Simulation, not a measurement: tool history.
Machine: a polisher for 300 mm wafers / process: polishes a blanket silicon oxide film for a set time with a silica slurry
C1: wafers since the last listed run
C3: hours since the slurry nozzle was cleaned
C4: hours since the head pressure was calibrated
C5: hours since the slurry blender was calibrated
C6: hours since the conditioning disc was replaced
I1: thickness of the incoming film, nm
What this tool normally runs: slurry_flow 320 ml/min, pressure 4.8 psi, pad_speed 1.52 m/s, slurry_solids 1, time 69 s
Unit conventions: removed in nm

run 1 hour=0 | slurry_flow=320 pressure=4.8 pad_speed=1.52 slurry_solids=1 time=69 | C1=0 wafers_polished_on_this_pad=320 C3=145.9 C4=1032.8 C5=295.6 C6=346 | I1=1217.4 | removed=268.9
run 2 hour=13.8 | slurry_flow=320 pressure=4.8 pad_speed=1.52 slurry_solids=1 time=69 | C1=140 wafers_polished_on_this_pad=461 C3=159.7 C4=1046.6 C5=309.4 C6=359.8 | I1=1229.3 | removed=265.9
run 3 hour=29.9 | slurry_flow=320 pressure=4.8 pad_speed=1.52 slurry_solids=1 time=69 | C1=164 wafers_polished_on_this_pad=626 C3=175.8 C4=1062.7 C5=325.5 C6=375.9 | I1=1207.5 | removed=259.5
run 4 hour=38.5 | slurry_flow=320 pressure=4.8 pad_speed=1.52 slurry_solids=1 time=69 | C1=87 wafers_polished_on_this_pad=714 C3=184.4 C4=1071.3 C5=334.1 C6=384.5 | I1=1202.2 | removed=262.7
run 5 hour=50.9 | slurry_flow=320 pressure=4.8 pad_speed=1.52 slurry_solids=1 time=69 | C1=126 wafers_polished_on_this_pad=840 C3=196.8 C4=1083.7 C5=346.5 C6=396.9 | I1=1217.1 | removed=254.7
-- hour=55.7 worn pad replaced by a new one
run 6 hour=67.4 | slurry_flow=320 pressure=4.8 pad_speed=1.52 slurry_solids=1 time=69 | C1=127 wafers_polished_on_this_pad=119 C3=213.3 C4=1100.2 C5=363 C6=413.4 | I1=1220.8 | removed=269.4
run 7 hour=76.4 | slurry_flow=320 pressure=4.8 pad_speed=1.52 slurry_solids=1 time=69 | C1=91 wafers_polished_on_this_pad=211 C3=222.3 C4=1109.2 C5=372 C6=422.4 | I1=1208.1 | removed=267.9
run 8 hour=85.1 | slurry_flow=320 pressure=4.8 pad_speed=1.52 slurry_solids=1 time=69 | C1=88 wafers_polished_on_this_pad=300 C3=231 C4=1117.9 C5=380.7 C6=431.1 | I1=1226.5 | removed=268.7
run 9 hour=94.6 | slurry_flow=320 pressure=4.8 pad_speed=1.52 slurry_solids=1 time=69 | C1=97 wafers_polished_on_this_pad=397 C3=240.5 C4=1127.4 C5=390.2 C6=440.6 | I1=1210.1 | removed=261.3
run 10 hour=111.5 | slurry_flow=345 pressure=4.8 pad_speed=1.52 slurry_solids=1 time=69 | C1=172 wafers_polished_on_this_pad=570 C3=257.4 C4=1144.3 C5=407.1 C6=457.5 | I1=1236.1 | removed=268.3
-- hour=121.2 worn pad replaced by a new one
run 11 hour=121.7 | slurry_flow=345 pressure=4.8 pad_speed=1.52 slurry_solids=1 time=69 | C1=63 wafers_polished_on_this_pad=5 C3=267.6 C4=1154.5 C5=417.3 C6=467.7 | I1=1216.9 | removed=270.8
run 12 hour=138.4 | slurry_flow=235 pressure=5.4 pad_speed=1.52 slurry_solids=0.8 time=53 | C1=170 wafers_polished_on_this_pad=175 C3=284.3 C4=1171.2 C5=434 C6=484.4 | I1=1211.5 | removed=194.4
run 13 hour=152.3 | slurry_flow=320 pressure=4.8 pad_speed=1.24 slurry_solids=1.25 time=69 | C1=141 wafers_polished_on_this_pad=317 C3=298.2 C4=1185.1 C5=447.9 C6=498.3 | I1=1242.6 | removed=258.4
run 14 hour=161.8 | slurry_flow=255 pressure=5.3 pad_speed=1.52 slurry_solids=1 time=69 | C1=97 wafers_polished_on_this_pad=414 C3=307.7 C4=1194.6 C5=457.4 C6=507.8 | I1=1215.4 | removed=287.7
run 15 hour=170.5 | slurry_flow=215 pressure=5.6 pad_speed=1.52 slurry_solids=1 time=81 | C1=88 wafers_polished_on_this_pad=503 C3=316.4 C4=1203.3 C5=466.1 C6=516.5 | I1=1222 | removed=354.9
-- hour=175.5 slurry blender recalibrated
-- hour=187.8 worn pad replaced by a new one
run 16 hour=188.3 | slurry_flow=320 pressure=4.8 pad_speed=1.52 slurry_solids=1 time=69 | C1=120 wafers_polished_on_this_pad=4 C3=334.2 C4=1221.1 C5=12.8 C6=534.3 | I1=1197.7 | removed=280.3
-- hour=191.9 slurry nozzle cleaned
-- hour=217.9 head pressure recalibrated
run 17 hour=239.5 | slurry_flow=320 pressure=5.4 pad_speed=1.52 slurry_solids=1.3 time=69 | C1=492 wafers_polished_on_this_pad=497 C3=47.6 C4=21.6 C5=64 C6=585.5 | I1=1212.3 | removed=345.9
-- hour=248 conditioning disc replaced and pad reconditioned
run 18 hour=248.5 | slurry_flow=290 pressure=3.1 pad_speed=1.52 slurry_solids=1.2 time=55 | C1=71 wafers_polished_on_this_pad=568 C3=56.6 C4=30.6 C5=73 C6=0.5 | I1=1201.1 | removed=149.6
run 19 hour=256.7 | slurry_flow=400 pressure=4.8 pad_speed=1.52 slurry_solids=1 time=69 | C1=83 wafers_polished_on_this_pad=652 C3=64.8 C4=38.8 C5=81.2 C6=8.7 | I1=1204.7 | removed=266.6
-- hour=272.3 worn pad replaced by a new one
run 20 hour=272.8 | slurry_flow=365 pressure=5.3 pad_speed=1.52 slurry_solids=1 time=51 | C1=123 wafers_polished_on_this_pad=4 C3=80.9 C4=54.9 C5=97.3 C6=24.8 | I1=1212.2 | removed=223.7
run 21 hour=279.4 | slurry_flow=275 pressure=4.8 pad_speed=1.26 slurry_solids=0.85 time=86 | C1=67 wafers_polished_on_this_pad=72 C3=87.5 C4=61.5 C5=103.9 C6=31.4 | I1=1244.4 | removed=252.2
run 22 hour=286.7 | slurry_flow=280 pressure=4.8 pad_speed=1.52 slurry_solids=1.3 time=82 | C1=74 wafers_polished_on_this_pad=146 C3=94.8 C4=68.8 C5=111.2 C6=38.7 | I1=1217.3 | removed=376.3
run 23 hour=298.9 | slurry_flow=320 pressure=5.2 pad_speed=1.2 slurry_solids=0.85 time=46 | C1=124 wafers_polished_on_this_pad=271 C3=107 C4=81 C5=123.4 C6=50.9 | I1=1235.7 | removed=140.7
run 24 hour=305.9 | slurry_flow=320 pressure=4.8 pad_speed=1.52 slurry_solids=1 time=69 | C1=71 wafers_polished_on_this_pad=343 C3=114 C4=88 C5=130.4 C6=57.9 | I1=1230.9 | removed=267.5
run 25 hour=316.8 | slurry_flow=255 pressure=4 pad_speed=1.82 slurry_solids=1 time=92 | C1=111 wafers_polished_on_this_pad=454 C3=124.9 C4=98.9 C5=141.3 C6=68.8 | I1=1193.8 | removed=336.5
run 26 hour=334.6 | slurry_flow=345 pressure=4.8 pad_speed=1.52 slurry_solids=1 time=69 | C1=181 wafers_polished_on_this_pad=636 C3=142.7 C4=116.7 C5=159.1 C6=86.6 | I1=1230.2 | removed=261

4 ways to go on from here, each from the tool as it stands after run 26. What would each give?
run A hour=335.1 | slurry_flow=320 pressure=4 pad_speed=1.52 slurry_solids=1 time=69 | C1=5 wafers_polished_on_this_pad=641 C3=143.2 C4=117.2 C5=159.6 C6=87.1 | I1=1231.6 | removed=?
run B hour=335.1 | slurry_flow=320 pressure=5.5 pad_speed=1.06 slurry_solids=0.85 time=88 | C1=5 wafers_polished_on_this_pad=641 C3=143.2 C4=117.2 C5=159.6 C6=87.1 | I1=1231.6 | removed=?
run C hour=335.1 | slurry_flow=320 pressure=3.8 pad_speed=2.02 slurry_solids=1 time=88 | C1=5 wafers_polished_on_this_pad=641 C3=143.2 C4=117.2 C5=159.6 C6=87.1 | I1=1231.6 | removed=?
run D hour=335.1 | slurry_flow=415 pressure=5.3 pad_speed=1.52 slurry_solids=0.8 time=57 | C1=5 wafers_polished_on_this_pad=641 C3=143.2 C4=117.2 C5=159.6 C6=87.1 | I1=1231.6 | removed=?

run=A removed=218.4
run=B removed=251.2
run=C removed=332.7
run=D removed=200.8
Without the tool's unlogged condition, the same runs would have read:
run=A removed=232.9
run=B removed=268
run=C removed=354.9
run=D removed=214.2
